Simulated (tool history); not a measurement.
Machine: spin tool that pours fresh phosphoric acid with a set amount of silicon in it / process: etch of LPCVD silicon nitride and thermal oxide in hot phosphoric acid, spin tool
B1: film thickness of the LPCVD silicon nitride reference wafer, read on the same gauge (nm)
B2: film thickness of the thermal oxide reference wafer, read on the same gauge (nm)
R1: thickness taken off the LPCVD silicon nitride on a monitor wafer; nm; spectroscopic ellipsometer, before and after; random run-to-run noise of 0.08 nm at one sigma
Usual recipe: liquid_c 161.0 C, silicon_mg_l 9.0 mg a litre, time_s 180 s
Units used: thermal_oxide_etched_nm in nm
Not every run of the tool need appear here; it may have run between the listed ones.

{"run": 1, "hour": 0.0, "liquid_c": 161.0, "silicon_mg_l": 9.0, "time_s": 180, "B1": 49.93, "B2": 89.881, "R1": 15.34, "thermal_oxide_etched_nm": 0.453}
{"run": 2, "hour": 70.4, "liquid_c": 161.0, "silicon_mg_l": 9.0, "time_s": 180, "B1": 49.87, "B2": 89.851, "R1": 15.28, "thermal_oxide_etched_nm": 0.421}
{"hour": 107.8, "done": "dissolved silicon flow meter replaced"}
{"run": 3, "hour": 166.9, "liquid_c": 161.0, "silicon_mg_l": 9.0, "time_s": 180, "B1": 49.81, "B2": 89.672, "R1": 15.07, "thermal_oxide_etched_nm": 0.45}
{"run": 4, "hour": 213.0, "liquid_c": 161.0, "silicon_mg_l": 9.0, "time_s": 180, "B1": 49.79, "B2": 89.59, "R1": 15.33, "thermal_oxide_etched_nm": 0.421}
{"run": 5, "hour": 296.8, "liquid_c": 161.0, "silicon_mg_l": 9.0, "time_s": 180, "B1": 49.72, "B2": 89.461, "R1": 15.02, "thermal_oxide_etched_nm": 0.459}
{"run": 6, "hour": 387.7, "liquid_c": 161.0, "silicon_mg_l": 9.0, "time_s": 180, "B1": 49.62, "B2": 89.341, "R1": 15.23, "thermal_oxide_etched_nm": 0.416}
{"run": 7, "hour": 487.9, "liquid_c": 161.0, "silicon_mg_l": 9.0, "time_s": 180, "B1": 49.53, "B2": 89.141, "R1": 15.1, "thermal_oxide_etched_nm": 0.446}
{"run": 8, "hour": 595.2, "liquid_c": 161.0, "silicon_mg_l": 11.0, "time_s": 180, "B1": 49.38, "B2": 88.916, "R1": 14.97, "thermal_oxide_etched_nm": 0.429}
{"run": 9, "hour": 633.4, "liquid_c": 161.0, "silicon_mg_l": 9.0, "time_s": 180, "B1": 49.34, "B2": 88.811, "R1": 15.13, "thermal_oxide_etched_nm": 0.442}
{"run": 10, "hour": 705.5, "liquid_c": 161.0, "silicon_mg_l": 9.0, "time_s": 180, "B1": 49.28, "B2": 88.689, "R1": 15.16, "thermal_oxide_etched_nm": 0.444}
{"hour": 757.3, "done": "heated supply line repaired"}
{"run": 11, "hour": 800.1, "liquid_c": 161.0, "silicon_mg_l": 9.0, "time_s": 180, "B1": 49.15, "B2": 88.416, "R1": 14.97, "thermal_oxide_etched_nm": 0.428}
{"hour": 801.9, "done": "dissolved silicon flow meter replaced"}
{"run": 12, "hour": 895.5, "liquid_c": 161.0, "silicon_mg_l": 9.0, "time_s": 180, "B1": 48.97, "B2": 88.22, "R1": 14.94, "thermal_oxide_etched_nm": 0.438}
{"hour": 992.3, "done": "thermometer replaced"}
{"run": 13, "hour": 998.5, "liquid_c": 159.5, "silicon_mg_l": 12.0, "time_s": 225, "B1": 48.85, "B2": 87.943, "R1": 17.6, "thermal_oxide_etched_nm": 0.456}
{"run": 14, "hour": 1044.8, "liquid_c": 163.5, "silicon_mg_l": 11.5, "time_s": 180, "B1": 48.81, "B2": 87.784, "R1": 16.32, "thermal_oxide_etched_nm": 0.461}
{"hour": 1102.0, "done": "gauge calibrated"}
{"run": 15, "hour": 1137.5, "liquid_c": 161.0, "silicon_mg_l": 9.0, "time_s": 210, "B1": 49.9, "B2": 89.852, "R1": 17.83, "thermal_oxide_etched_nm": 0.533}
{"run": 16, "hour": 1208.4, "liquid_c": 161.0, "silicon_mg_l": 9.0, "time_s": 180, "B1": 49.88, "B2": 89.809, "R1": 15.25, "thermal_oxide_etched_nm": 0.443}
{"run": 17, "hour": 1296.6, "liquid_c": 161.0, "silicon_mg_l": 9.0, "time_s": 180, "B1": 49.88, "B2": 89.84, "R1": 15.17, "thermal_oxide_etched_nm": 0.439}
{"run": 18, "hour": 1336.3, "liquid_c": 161.0, "silicon_mg_l": 9.0, "time_s": 180, "B1": 49.87, "B2": 89.757, "R1": 15.22, "thermal_oxide_etched_nm": 0.466}
{"run": 19, "hour": 1410.8, "liquid_c": 161.0, "silicon_mg_l": 9.0, "time_s": 180, "B1": 49.88, "B2": 89.772, "R1": 15.29, "thermal_oxide_etched_nm": 0.5}
{"hour": 1467.1, "done": "dissolved silicon flow meter replaced"}
{"run": 20, "hour": 1474.7, "liquid_c": 161.0, "silicon_mg_l": 4.0, "time_s": 80, "B1": 49.87, "B2": 89.714, "R1": 6.79, "thermal_oxide_etched_nm": 0.225}
{"run": 21, "hour": 1532.2, "liquid_c": 161.0, "silicon_mg_l": 12.0, "time_s": 80, "B1": 49.8, "B2": 89.72, "R1": 6.8, "thermal_oxide_etched_nm": 0.194}
{"run": 22, "hour": 1626.3, "liquid_c": 158.5, "silicon_mg_l": 5.5, "time_s": 270, "B1": 49.79, "B2": 89.63, "R1": 21.02, "thermal_oxide_etched_nm": 0.583}
{"run": 23, "hour": 1696.0, "liquid_c": 161.0, "silicon_mg_l": 9.0, "time_s": 120, "B1": 49.77, "B2": 89.551, "R1": 10.14, "thermal_oxide_etched_nm": 0.293}

Selected run-to-run steps in R1, each split into two signed amounts: the part the tool would show with no hidden state at all (from settings, incoming material and random variation), and the remainder, which goes to the hidden state together with any gauge scatter not common to the measured and the hidden-state-free results:
Unlogged tool condition in this case: liquid colder than its thermometer reads (K); dissolved silicon flow above the setpoint (%); temperature lost on the way to the wafer (K); gauge reads high (%).
Run 12 -> 13: liquid_c 161.0 -> 159.5, silicon_mg_l 9.0 -> 12.0, time_s 180 -> 225, thermometer replaced. R1 +2.66 nm: hidden state -0.11, all else +2.77.
Run 14 -> 15: liquid_c 163.5 -> 161.0, silicon_mg_l 11.5 -> 9.0, time_s 180 -> 210, gauge calibrated. R1 +1.51 nm: hidden state +0.36, all else +1.15.
Run 21 -> 22: liquid_c 161.0 -> 158.5, silicon_mg_l 12.0 -> 5.5, time_s 80 -> 270. R1 +14.22 nm: hidden state -0.07, all else +14.29.
Run 22 -> 23: liquid_c 158.5 -> 161.0, silicon_mg_l 5.5 -> 9.0, time_s 270 -> 120. R1 -10.88 nm: hidden state +0.04, all else -10.92.

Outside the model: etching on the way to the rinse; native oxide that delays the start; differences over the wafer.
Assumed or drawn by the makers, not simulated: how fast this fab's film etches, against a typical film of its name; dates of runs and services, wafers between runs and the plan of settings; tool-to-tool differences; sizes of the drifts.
